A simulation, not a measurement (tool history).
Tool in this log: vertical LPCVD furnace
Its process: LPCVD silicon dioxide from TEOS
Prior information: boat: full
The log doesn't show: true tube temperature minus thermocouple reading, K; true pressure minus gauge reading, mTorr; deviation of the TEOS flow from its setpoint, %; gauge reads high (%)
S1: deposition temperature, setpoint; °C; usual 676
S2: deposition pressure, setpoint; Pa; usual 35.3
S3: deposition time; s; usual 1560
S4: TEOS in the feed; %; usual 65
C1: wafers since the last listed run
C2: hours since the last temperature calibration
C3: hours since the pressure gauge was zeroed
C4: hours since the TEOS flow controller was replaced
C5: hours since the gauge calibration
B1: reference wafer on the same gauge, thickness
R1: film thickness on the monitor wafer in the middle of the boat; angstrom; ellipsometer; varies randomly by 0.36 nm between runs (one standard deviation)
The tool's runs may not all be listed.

run,hour,S1,S2,S3,S4,C1,C2,C3,C4,C5,B1,R1
1,0.0,676,35.3,1560,65,0,994.2,886.0,5095.0,472.3,111.37,929.0
2,64.0,676,35.3,1560,65,838,1058.2,950.0,5159.0,536.3,111.53,925.4
3,132.1,676,35.3,1560,65,892,1126.3,1018.1,5227.1,604.4,111.37,925.3
4,158.8,676,35.3,1560,74,349,1153.0,1044.8,5253.8,631.1,111.38,987.1
5,217.2,676,35.3,1560,65,765,1211.4,1103.2,5312.2,689.5,111.33,919.3
6,250.7,676,35.3,1560,65,439,1244.9,1136.7,5345.7,723.0,111.26,923.4
7,276.4,676,35.3,1560,65,336,1270.6,1162.4,5371.4,748.7,111.51,917.8
8,333.9,676,35.3,1560,65,753,1328.1,1219.9,5428.9,806.2,111.34,923.5
9,379.3,676,35.3,1560,65,595,1373.5,1265.3,5474.3,851.6,111.51,922.9
10,408.8,676,35.3,1560,65,386,1403.0,1294.8,5503.8,881.1,111.31,920.0
11,472.8,670,35.3,1170,65,838,1467.0,1358.8,5567.8,945.1,111.52,593.6
12,525.7,676,35.3,1560,65,693,1519.9,1411.7,5620.7,998.0,111.23,915.2
# hour 591.8: pressure gauge zeroed
# hour 593.6: gauge calibrated
# hour 636.1: TEOS flow controller replaced
13,640.8,676,35.3,1920,58,879,1635.0,49.0,4.7,47.2,111.35,1086.6
# hour 693.4: thermocouples replaced and temperature profile calibrated
14,695.7,676,35.3,1050,65,405,2.3,103.9,59.6,102.1,111.40,627.8
15,754.1,676,38.7,1770,70,765,60.7,162.3,118.0,160.5,111.44,1141.8
16,818.5,676,35.3,1560,65,844,125.1,226.7,182.4,224.9,111.35,933.2
17,886.0,668,27.3,960,57,884,192.6,294.2,249.9,292.4,111.35,384.8
18,956.6,666,35.3,1560,65,925,263.2,364.8,320.5,363.0,111.30,725.7
19,1023.3,676,35.3,1560,65,874,329.9,431.5,387.2,429.7,111.33,930.3
20,1051.3,676,33.3,1560,65,367,357.9,459.5,415.2,457.7,111.22,898.3
21,1107.2,676,35.3,1170,65,732,413.8,515.4,471.1,513.6,111.32,692.8

Predict each of these 3 candidate next runs independently; none follows another, all start after run 21:
A,1110.7,676,35.3,1560,65,45,417.3,518.9,474.6,517.1,?,?
B,1110.7,676,35.3,1770,65,45,417.3,518.9,474.6,517.1,?,?
C,1110.7,676,35.3,990,65,45,417.3,518.9,474.6,517.1,?,?

run,B1,R1
A,111.53,922.3
B,111.53,1046.5
C,111.53,585.3
Had the tool no hidden state, the same runs would have come out as:
run,R1
A,928.6
B,1053.6
C,589.3
